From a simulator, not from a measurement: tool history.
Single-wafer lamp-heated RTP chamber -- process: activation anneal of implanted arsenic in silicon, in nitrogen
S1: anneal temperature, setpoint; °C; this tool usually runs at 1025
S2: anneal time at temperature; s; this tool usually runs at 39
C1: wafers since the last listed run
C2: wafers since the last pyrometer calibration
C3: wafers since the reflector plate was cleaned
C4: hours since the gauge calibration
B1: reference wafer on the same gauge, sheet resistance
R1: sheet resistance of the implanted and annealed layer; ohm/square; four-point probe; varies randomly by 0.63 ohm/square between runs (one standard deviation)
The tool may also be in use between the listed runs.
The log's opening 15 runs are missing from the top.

{"run": 16, "hour": 345.8, "S1": 1039, "S2": 32, "C1": 259, "C2": 1869, "C3": 370, "C4": 87.2, "B1": 488.93, "R1": 416.41}
{"hour": 373.1, "done": "pyrometer window cleaned and pyrometer calibrated"}
{"run": 17, "hour": 429.5, "S1": 1008, "S2": 39, "C1": 1083, "C2": 807, "C3": 1454, "C4": 170.9, "B1": 489.01, "R1": 425.53}
{"run": 18, "hour": 445.5, "S1": 1003, "S2": 39, "C1": 229, "C2": 1036, "C3": 1683, "C4": 186.9, "B1": 489.14, "R1": 424.65}
{"run": 19, "hour": 479.8, "S1": 997, "S2": 39, "C1": 490, "C2": 1527, "C3": 2174, "C4": 221.2, "B1": 488.8, "R1": 426}
{"run": 20, "hour": 512.8, "S1": 1025, "S2": 39, "C1": 472, "C2": 1999, "C3": 2646, "C4": 254.2, "B1": 488.98, "R1": 416.08}
{"run": 21, "hour": 528.7, "S1": 1013, "S2": 31, "C1": 227, "C2": 2227, "C3": 2874, "C4": 270.1, "B1": 489.08, "R1": 422.98}
{"hour": 538.0, "done": "pyrometer window cleaned and pyrometer calibrated"}
{"run": 22, "hour": 563.9, "S1": 1044, "S2": 32, "C1": 389, "C2": 371, "C3": 3263, "C4": 305.3, "B1": 489.03, "R1": 415.2}
{"run": 23, "hour": 598.8, "S1": 1000, "S2": 27, "C1": 499, "C2": 870, "C3": 3763, "C4": 340.2, "B1": 488.97, "R1": 430.62}
{"run": 24, "hour": 628.9, "S1": 1042, "S2": 30, "C1": 430, "C2": 1301, "C3": 4194, "C4": 370.3, "B1": 488.9, "R1": 414.61}
{"run": 25, "hour": 653.8, "S1": 1025, "S2": 39, "C1": 356, "C2": 1657, "C3": 4550, "C4": 395.2, "B1": 489.01, "R1": 417.59}
{"hour": 692.5, "done": "pyrometer window cleaned and pyrometer calibrated"}
{"run": 26, "hour": 705.4, "S1": 1035, "S2": 19, "C1": 624, "C2": 184, "C3": 5174, "C4": 446.8, "B1": 488.93, "R1": 424.13}
{"run": 27, "hour": 737.3, "S1": 996, "S2": 18, "C1": 456, "C2": 640, "C3": 5631, "C4": 478.7, "B1": 488.98, "R1": 433.5}
{"run": 28, "hour": 757.3, "S1": 1046, "S2": 39, "C1": 286, "C2": 927, "C3": 5917, "C4": 498.7, "B1": 488.9, "R1": 410.46}
{"run": 29, "hour": 790.9, "S1": 1025, "S2": 39, "C1": 480, "C2": 1408, "C3": 6398, "C4": 532.3, "B1": 488.87, "R1": 415.77}
{"run": 30, "hour": 814.8, "S1": 1025, "S2": 16, "C1": 342, "C2": 1750, "C3": 6740, "C4": 556.2, "B1": 489.09, "R1": 427.96}
{"run": 31, "hour": 847.3, "S1": 1041, "S2": 54, "C1": 465, "C2": 2215, "C3": 7205, "C4": 588.7, "B1": 488.8, "R1": 402.47}

Forecast each of these 3 alternatives for the next run:
{"run": "A", "hour": 847.7, "S1": 1025, "S2": 39, "C1": 5, "C2": 2221, "C3": 7211, "C4": 589.1, "B1": "?", "R1": "?"}
{"run": "B", "hour": 847.7, "S1": 1025, "S2": 31, "C1": 5, "C2": 2221, "C3": 7211, "C4": 589.1, "B1": "?", "R1": "?"}
{"run": "C", "hour": 847.7, "S1": 1054, "S2": 59, "C1": 5, "C2": 2221, "C3": 7211, "C4": 589.1, "B1": "?", "R1": "?"}

run=A B1=488.8 R1=415.03
run=B B1=488.8 R1=418.57
run=C B1=488.8 R1=393.29
What these runs would have given with no unlogged condition in the tool:
run=A R1=421.46
run=B R1=424.34
run=C R1=403.09
